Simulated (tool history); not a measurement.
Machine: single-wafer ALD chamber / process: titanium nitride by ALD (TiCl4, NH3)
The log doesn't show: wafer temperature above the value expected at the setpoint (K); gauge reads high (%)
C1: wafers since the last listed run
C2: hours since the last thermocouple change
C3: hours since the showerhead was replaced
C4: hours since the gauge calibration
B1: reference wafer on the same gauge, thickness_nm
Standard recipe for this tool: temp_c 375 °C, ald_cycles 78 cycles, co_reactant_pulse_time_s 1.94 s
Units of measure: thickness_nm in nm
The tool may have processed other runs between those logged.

run 1 hour=0 | temp_c=375 ald_cycles=78 co_reactant_pulse_time_s=1.94 | C1=0 C2=2042.7 C3=2026.5 C4=227.1 | B1=1.422 | thickness_nm=1.742
run 2 hour=13.2 | temp_c=375 ald_cycles=78 co_reactant_pulse_time_s=1.94 | C1=54 C2=2055.9 C3=2039.7 C4=240.3 | B1=1.418 | thickness_nm=1.741
-- hour=15.2 gauge calibrated
run 3 hour=39 | temp_c=380 ald_cycles=78 co_reactant_pulse_time_s=1.94 | C1=107 C2=2081.7 C3=2065.5 C4=23.8 | B1=1.418 | thickness_nm=1.744
run 4 hour=59.4 | temp_c=375 ald_cycles=66 co_reactant_pulse_time_s=1.94 | C1=84 C2=2102.1 C3=2085.9 C4=44.2 | B1=1.422 | thickness_nm=1.474
run 5 hour=91.2 | temp_c=375 ald_cycles=66 co_reactant_pulse_time_s=1.94 | C1=132 C2=2133.9 C3=2117.7 C4=76 | B1=1.421 | thickness_nm=1.473
run 6 hour=117 | temp_c=375 ald_cycles=66 co_reactant_pulse_time_s=1.94 | C1=107 C2=2159.7 C3=2143.5 C4=101.8 | B1=1.421 | thickness_nm=1.464
run 7 hour=152.6 | temp_c=375 ald_cycles=78 co_reactant_pulse_time_s=1.94 | C1=147 C2=2195.3 C3=2179.1 C4=137.4 | B1=1.421 | thickness_nm=1.744
-- hour=176.5 showerhead replaced
run 8 hour=178.6 | temp_c=375 ald_cycles=66 co_reactant_pulse_time_s=1.94 | C1=74 C2=2221.3 C3=2.1 C4=163.4 | B1=1.421 | thickness_nm=1.469
-- hour=193.7 thermocouple changed; heater temperature recalibrated
run 9 hour=194.2 | temp_c=365 ald_cycles=66 co_reactant_pulse_time_s=2.18 | C1=31 C2=0.5 C3=17.7 C4=179 | B1=1.421 | thickness_nm=1.463
run 10 hour=224.7 | temp_c=387 ald_cycles=94 co_reactant_pulse_time_s=1.18 | C1=126 C2=31 C3=48.2 C4=209.5 | B1=1.421 | thickness_nm=2.037
run 11 hour=250.3 | temp_c=375 ald_cycles=78 co_reactant_pulse_time_s=1.94 | C1=106 C2=56.6 C3=73.8 C4=235.1 | B1=1.421 | thickness_nm=1.729
-- hour=257.5 gauge calibrated
run 12 hour=284.5 | temp_c=380 ald_cycles=90 co_reactant_pulse_time_s=1.94 | C1=142 C2=90.8 C3=108 C4=27 | B1=1.422 | thickness_nm=2.006
run 13 hour=304.4 | temp_c=362 ald_cycles=78 co_reactant_pulse_time_s=2.2 | C1=82 C2=110.7 C3=127.9 C4=46.9 | B1=1.419 | thickness_nm=1.722
run 14 hour=340.1 | temp_c=375 ald_cycles=78 co_reactant_pulse_time_s=1.94 | C1=148 C2=146.4 C3=163.6 C4=82.6 | B1=1.42 | thickness_nm=1.737

Alternative continuations, all from the tool just after run 14; predict every row:
run A hour=340.7 | temp_c=379 ald_cycles=78 co_reactant_pulse_time_s=1.94 | C1=2 C2=147 C3=164.2 C4=83.2 | B1=? | thickness_nm=?
run B hour=340.7 | temp_c=380 ald_cycles=85 co_reactant_pulse_time_s=2.17 | C1=2 C2=147 C3=164.2 C4=83.2 | B1=? | thickness_nm=?
run C hour=340.7 | temp_c=388 ald_cycles=86 co_reactant_pulse_time_s=2.51 | C1=2 C2=147 C3=164.2 C4=83.2 | B1=? | thickness_nm=?
run D hour=340.7 | temp_c=368 ald_cycles=78 co_reactant_pulse_time_s=1.94 | C1=2 C2=147 C3=164.2 C4=83.2 | B1=? | thickness_nm=?

run=A B1=1.421 thickness_nm=1.741
run=B B1=1.421 thickness_nm=1.912
run=C B1=1.421 thickness_nm=1.961
run=D B1=1.421 thickness_nm=1.715
Take away the tool's hidden state, keep each run's random variation, and the runs would have read:
run=A thickness_nm=1.741
run=B thickness_nm=1.912
run=C thickness_nm=1.961
run=D thickness_nm=1.715
